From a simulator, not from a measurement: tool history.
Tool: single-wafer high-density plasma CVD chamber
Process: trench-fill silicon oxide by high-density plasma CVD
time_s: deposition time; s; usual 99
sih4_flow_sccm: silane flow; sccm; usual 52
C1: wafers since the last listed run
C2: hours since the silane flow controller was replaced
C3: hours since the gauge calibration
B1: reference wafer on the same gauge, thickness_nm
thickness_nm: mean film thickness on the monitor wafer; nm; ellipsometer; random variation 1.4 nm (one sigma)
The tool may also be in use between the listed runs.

Run 1, hour 0: usual settings; C1 0; C2 2866.3; C3 1154.9; B1 436.992. Result: thickness_nm 467.895 nm.
Run 2, hour 62.2: usual settings but time_s 87.7 s; C1 729; C2 2928.5; C3 1217.1; B1 436.995. Result: thickness_nm 416.446 nm.
Run 3, hour 133.6: usual settings; C1 837; C2 2999.9; C3 1288.5; B1 437.03. Result: thickness_nm 467.374 nm.
Run 4, hour 286.3: usual settings; C1 1791; C2 3152.6; C3 1441.2; B1 436.812. Result: thickness_nm 468.428 nm.
Run 5, hour 330.1: usual settings; C1 513; C2 3196.4; C3 1485; B1 436.964. Result: thickness_nm 466.658 nm.
Run 6, hour 401.3: usual settings; C1 835; C2 3267.6; C3 1556.2; B1 437.234. Result: thickness_nm 467.841 nm.
Run 7, hour 427.2: usual settings; C1 303; C2 3293.5; C3 1582.1; B1 436.83. Result: thickness_nm 465.57 nm.
Run 8, hour 458.7: usual settings; C1 369; C2 3325; C3 1613.6; B1 437.478. Result: thickness_nm 466.817 nm.
Run 9, hour 515.2: usual settings; C1 662; C2 3381.5; C3 1670.1; B1 436.776. Result: thickness_nm 464.649 nm.
Run 10, hour 550.3: usual settings; C1 411; C2 3416.6; C3 1705.2; B1 437.03. Result: thickness_nm 465.82 nm.
Run 11, hour 596.2: usual settings but time_s 106.3 s, sih4_flow_sccm 48 sccm; C1 538; C2 3462.5; C3 1751.1; B1 436.988. Result: thickness_nm 462.917 nm.
Run 12, hour 657.7: usual settings but time_s 106.3 s, sih4_flow_sccm 48 sccm; C1 721; C2 3524; C3 1812.6; B1 436.931. Result: thickness_nm 461.593 nm.
Run 13, hour 689.1: usual settings but sih4_flow_sccm 47 sccm; C1 368; C2 3555.4; C3 1844; B1 437.198. Result: thickness_nm 422.926 nm.
Run 14, hour 735.1: usual settings but sih4_flow_sccm 48 sccm; C1 539; C2 3601.4; C3 1890; B1 436.932. Result: thickness_nm 428.827 nm.
Run 15, hour 805: usual settings but sih4_flow_sccm 48 sccm; C1 820; C2 3671.3; C3 1959.9; B1 436.744. Result: thickness_nm 432.007 nm.
Run 16, hour 838.1: usual settings but sih4_flow_sccm 48 sccm; C1 388; C2 3704.4; C3 1993; B1 437.612. Result: thickness_nm 428.424 nm.
Run 17, hour 873.4: usual settings but sih4_flow_sccm 59 sccm; C1 414; C2 3739.7; C3 2028.3; B1 436.444. Result: thickness_nm 530.002 nm.
Run 18, hour 927.1: usual settings but sih4_flow_sccm 59 sccm; C1 630; C2 3793.4; C3 2082; B1 436.953. Result: thickness_nm 525.361 nm.
Run 19, hour 977.9: usual settings but time_s 86.1 s, sih4_flow_sccm 45 sccm; C1 596; C2 3844.2; C3 2132.8; B1 436.51. Result: thickness_nm 350.509 nm.
Run 20, hour 1008.3: usual settings but time_s 86.1 s, sih4_flow_sccm 45 sccm; C1 356; C2 3874.6; C3 2163.2; B1 437.214. Result: thickness_nm 350.002 nm.
Run 21, hour 1046.8: usual settings; C1 451; C2 3913.1; C3 2201.7; B1 437.24. Result: thickness_nm 465.272 nm.
Run 22, hour 1118.5: usual settings but time_s 91.4 s, sih4_flow_sccm 42 sccm; C1 841; C2 3984.8; C3 2273.4; B1 436.656. Result: thickness_nm 346.477 nm.
Run 23, hour 1186.6: usual settings; C1 799; C2 4052.9; C3 2341.5; B1 437.472. Result: thickness_nm 465.427 nm.
Run 24, hour 1233.6: usual settings but time_s 93.4 s, sih4_flow_sccm 44 sccm; C1 551; C2 4099.9; C3 2388.5; B1 436.768. Result: thickness_nm 370.128 nm.
At hour 1306.7: gauge calibrated.
Run 25, hour 1373.7: usual settings but time_s 114.7 s, sih4_flow_sccm 47 sccm; C1 1643; C2 4240; C3 67; B1 436.859. Result: thickness_nm 486.398 nm.
Run 26, hour 1427.2: usual settings but time_s 109.1 s; C1 627; C2 4293.5; C3 120.5; B1 436.654. Result: thickness_nm 513.871 nm.

Run 27 comes next. What will it give?
Run 27, hour 1484.2: usual settings but time_s 85.5 s, sih4_flow_sccm 42 sccm; C1 668; C2 4350.5; C3 177.5; B1 ?. Result: thickness_nm ?.

Run 27 gave B1 437.024, thickness_nm 322.885 nm.
Without the tool's hidden state the same run would have given thickness_nm 345.126 nm.
